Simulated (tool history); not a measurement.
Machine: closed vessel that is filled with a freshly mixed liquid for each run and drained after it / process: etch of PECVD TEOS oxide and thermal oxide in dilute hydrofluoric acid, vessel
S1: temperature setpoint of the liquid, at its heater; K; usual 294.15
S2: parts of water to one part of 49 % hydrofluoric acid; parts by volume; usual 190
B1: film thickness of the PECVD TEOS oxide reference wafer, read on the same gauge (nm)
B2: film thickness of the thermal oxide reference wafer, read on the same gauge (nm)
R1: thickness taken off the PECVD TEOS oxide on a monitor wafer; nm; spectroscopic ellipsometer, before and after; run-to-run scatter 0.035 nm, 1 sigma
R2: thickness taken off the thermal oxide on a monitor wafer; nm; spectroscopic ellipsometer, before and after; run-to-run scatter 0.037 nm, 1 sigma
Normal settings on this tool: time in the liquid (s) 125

run 1 hour=0.0 | S1=294.15 S2=190 time_in_the_liquid_(s)=125 | B1=70.03 B2=89.995 | R1=7.83 R2=2.374
run 2 hour=27.4 | S1=294.15 S2=190 time_in_the_liquid_(s)=125 | B1=69.98 B2=89.993 | R1=7.82 R2=2.399
run 3 hour=59.2 | S1=294.15 S2=190 time_in_the_liquid_(s)=125 | B1=70.00 B2=90.008 | R1=7.85 R2=2.335
run 4 hour=139.7 | S1=294.15 S2=190 time_in_the_liquid_(s)=125 | B1=69.99 B2=89.997 | R1=7.85 R2=2.424
run 5 hour=166.2 | S1=295.15 S2=250 time_in_the_liquid_(s)=125 | B1=69.99 B2=90.013 | R1=5.82 R2=1.745
run 6 hour=185.4 | S1=294.15 S2=190 time_in_the_liquid_(s)=125 | B1=69.97 B2=90.013 | R1=7.80 R2=2.470
run 7 hour=204.4 | S1=294.15 S2=190 time_in_the_liquid_(s)=125 | B1=70.02 B2=90.001 | R1=7.79 R2=2.420
run 8 hour=235.3 | S1=294.15 S2=190 time_in_the_liquid_(s)=125 | B1=70.02 B2=90.027 | R1=7.85 R2=2.401
run 9 hour=253.2 | S1=294.15 S2=190 time_in_the_liquid_(s)=125 | B1=70.00 B2=89.988 | R1=7.85 R2=2.474
-- hour=260.7 gauge calibrated
run 10 hour=287.3 | S1=294.15 S2=190 time_in_the_liquid_(s)=125 | B1=69.98 B2=90.007 | R1=7.85 R2=2.345
run 11 hour=314.6 | S1=294.15 S2=190 time_in_the_liquid_(s)=125 | B1=69.99 B2=89.999 | R1=7.83 R2=2.412
run 12 hour=338.5 | S1=294.15 S2=190 time_in_the_liquid_(s)=125 | B1=69.99 B2=90.007 | R1=7.90 R2=2.373
run 13 hour=359.3 | S1=292.15 S2=190 time_in_the_liquid_(s)=165 | B1=69.96 B2=90.004 | R1=9.63 R2=2.972
-- hour=395.4 hydrofluoric acid flow meter replaced
run 14 hour=422.4 | S1=294.15 S2=190 time_in_the_liquid_(s)=155 | B1=70.00 B2=90.018 | R1=10.23 R2=3.113
run 15 hour=441.7 | S1=296.15 S2=245 time_in_the_liquid_(s)=60 | B1=69.98 B2=89.999 | R1=3.12 R2=0.961
run 16 hour=513.1 | S1=294.15 S2=190 time_in_the_liquid_(s)=125 | B1=70.02 B2=89.996 | R1=8.24 R2=2.449
run 17 hour=533.4 | S1=296.65 S2=135 time_in_the_liquid_(s)=150 | B1=70.01 B2=90.012 | R1=16.30 R2=5.018
run 18 hour=569.2 | S1=294.15 S2=265 time_in_the_liquid_(s)=125 | B1=69.95 B2=90.015 | R1=5.46 R2=1.674
-- hour=571.2 thermometer replaced
run 19 hour=600.7 | S1=290.15 S2=190 time_in_the_liquid_(s)=125 | B1=69.98 B2=90.021 | R1=6.92 R2=2.026
run 20 hour=619.5 | S1=291.65 S2=230 time_in_the_liquid_(s)=180 | B1=69.98 B2=90.003 | R1=8.41 R2=2.544
run 21 hour=718.2 | S1=290.15 S2=250 time_in_the_liquid_(s)=55 | B1=69.97 B2=89.991 | R1=2.19 R2=0.661
run 22 hour=751.0 | S1=291.15 S2=265 time_in_the_liquid_(s)=90 | B1=69.99 B2=90.022 | R1=3.48 R2=1.032
run 23 hour=780.3 | S1=292.15 S2=165 time_in_the_liquid_(s)=125 | B1=70.01 B2=90.011 | R1=8.78 R2=2.691
run 24 hour=802.2 | S1=294.15 S2=265 time_in_the_liquid_(s)=125 | B1=69.97 B2=90.000 | R1=5.42 R2=1.618
run 25 hour=830.9 | S1=291.15 S2=190 time_in_the_liquid_(s)=60 | B1=70.02 B2=89.994 | R1=3.45 R2=1.064
run 26 hour=846.9 | S1=294.15 S2=190 time_in_the_liquid_(s)=125 | B1=70.03 B2=90.002 | R1=8.02 R2=2.445

Predict each of these 4 candidate next runs independently; none follows another, all start after run 26:
run A hour=847.6 | S1=294.15 S2=190 time_in_the_liquid_(s)=125 | B1=? B2=? | R1=? R2=?
run B hour=847.6 | S1=292.15 S2=145 time_in_the_liquid_(s)=125 | B1=? B2=? | R1=? R2=?
run C hour=847.6 | S1=294.15 S2=150 time_in_the_liquid_(s)=165 | B1=? B2=? | R1=? R2=?
run D hour=847.6 | S1=292.15 S2=245 time_in_the_liquid_(s)=175 | B1=? B2=? | R1=? R2=?

run=A B1=70.01 B2=89.991 R1=8.13 R2=2.462
run=B B1=70.01 B2=89.991 R1=10.32 R2=3.125
run=C B1=70.01 B2=89.991 R1=14.18 R2=4.294
run=D B1=70.01 B2=89.991 R1=7.75 R2=2.347
With no hidden state in the tool, these same runs would have given:
run=A R1=8.15 R2=2.468
run=B R1=10.33 R2=3.129
run=C R1=14.21 R2=4.301
run=D R1=7.77 R2=2.354
